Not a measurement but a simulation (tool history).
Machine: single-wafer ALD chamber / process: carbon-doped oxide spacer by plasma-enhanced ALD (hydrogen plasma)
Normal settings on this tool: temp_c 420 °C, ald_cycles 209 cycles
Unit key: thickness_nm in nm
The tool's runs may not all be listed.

run    hour  temp_c  ald_cycles  wafers since the last listed run  hours since the last thermocouple change  hours since the gauge calibration  read-back reference wafer on the same gauge, thickness_nm  thickness_nm
  1       0     420         209                                 0                                    1441.3                              715.9                                                     10.804        10.584
  2    83.1     420         209                               144                                    1524.4                                799                                                     10.804         10.59
  3   179.5     420         240                               167                                    1620.8                              895.4                                                     10.795        12.137
  4   286.8     420         240                               186                                    1728.1                             1002.7                                                     10.796        12.169
  5   383.3     413         230                               167                                    1824.6                             1099.2                                                     10.811         11.92
  6   455.5     413         230                               125                                    1896.8                             1171.4                                                     10.794        11.884
  7   555.3     413         230                               173                                    1996.6                             1271.2                                                     10.796        11.888
  8   596.9     420         234                                72                                    2038.2                             1312.8                                                     10.797        11.901
  9   694.5     420         234                               169                                    2135.8                             1410.4                                                     10.804        11.938
 10   737.9     428         209                                75                                    2179.2                             1453.8                                                     10.806        10.407
 11   780.7     428         209                                74                                      2222                             1496.6                                                     10.803        10.433
 12   865.6     420         209                               147                                    2306.9                             1581.5                                                     10.794        10.697
      894.2  -- thermocouple changed; heater temperature recalibrated
 13   973.4     420         235                               173                                      79.2                             1689.3                                                     10.808         11.77
 14  1073.5     406         174                               173                                     179.3                             1789.4                                                     10.787         9.048
 15  1159.8     415         245                               149                                     265.6                             1875.7                                                     10.807        12.409

Estimate the outcome of run 16 from the log above:
 16  1202.4     407         248                                73                                     308.2                             1918.3                                                          ?             ?

{"run 16": {"read-back reference wafer on the same gauge, thickness_nm": 10.81, "thickness_nm": 12.797}}
Without the tool's hidden state the same run would have given thickness_nm 12.782 nm.
